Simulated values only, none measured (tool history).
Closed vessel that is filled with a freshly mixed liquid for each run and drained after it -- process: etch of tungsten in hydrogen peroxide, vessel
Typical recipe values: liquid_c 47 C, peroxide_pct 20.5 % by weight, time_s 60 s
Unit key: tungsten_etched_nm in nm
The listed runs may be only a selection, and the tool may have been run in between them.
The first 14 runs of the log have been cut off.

run,hour,liquid_c,peroxide_pct,time_s,wafers since the last listed run,hours since the thermometer was replaced,hours since the peroxide flow meter was replaced,hours since the drum of peroxide was connected,hours since the gauge calibration,"read-back film thickness of the tungsten reference wafer, read on the same gauge (nm)",tungsten_etched_nm
15,178.9,42,20.5,60,1219,35.7,1566.5,925.4,219.7,59.94,46.22
# hour 186.6: new drum of peroxide connected
16,195.4,53.5,20.5,60,1453,52.2,1583,8.8,236.2,60.03,98.39
17,206.3,39,20.5,60,1022,63.1,1593.9,19.7,247.1,60,39.49
18,218.7,47,22.5,95,1162,75.5,1606.3,32.1,259.5,59.96,109.7
# hour 221.9: gauge calibrated
19,227.7,47,20.5,75,844,84.5,1615.3,41.1,5.8,59.99,82.53
20,240.1,47,20.5,60,1162,96.9,1627.7,53.5,18.2,60.05,65.84
# hour 243.1: peroxide flow meter replaced
21,251.9,54.5,23.5,50,1012,108.7,8.8,65.3,30,59.98,86.35
22,259.4,47,22,60,703,116.2,16.3,72.8,37.5,60,63.59
23,268.4,47,20.5,60,844,125.2,25.3,81.8,46.5,59.97,61.5
24,275.9,47,20.5,45,703,132.7,32.8,89.3,54,60,46.17
25,287.9,47,20.5,60,1125,144.7,44.8,101.3,66,60,61.53
26,295.7,47,18.5,60,731,152.5,52.6,109.1,73.8,60.03,58.38
27,301.8,38,24,40,572,158.6,58.7,115.2,79.9,59.98,24.91
28,308.2,50.5,15.5,60,600,165,65.1,121.6,86.3,60.02,66.13
29,317.4,47,20.5,60,862,174.2,74.3,130.8,95.5,59.97,61.28
30,323.7,42.5,20.5,60,590,180.5,80.6,137.1,101.8,60,46.06

3 options for the next run, each taken on its own from the tool as it stands now. Forecast them:
A,324.4,47,23.5,60,65,181.2,81.3,137.8,102.5,?,?
B,324.4,37.5,24,75,65,181.2,81.3,137.8,102.5,?,?
C,324.4,50.5,15.5,35,65,181.2,81.3,137.8,102.5,?,?

run,"read-back film thickness of the tungsten reference wafer, read on the same gauge (nm)",tungsten_etched_nm
A,59.97,66.32
B,59.97,45.53
C,59.97,38.98
Had the tool no hidden state, the same runs would have come out as:
run,tungsten_etched_nm
A,66.83
B,45.89
C,39.28
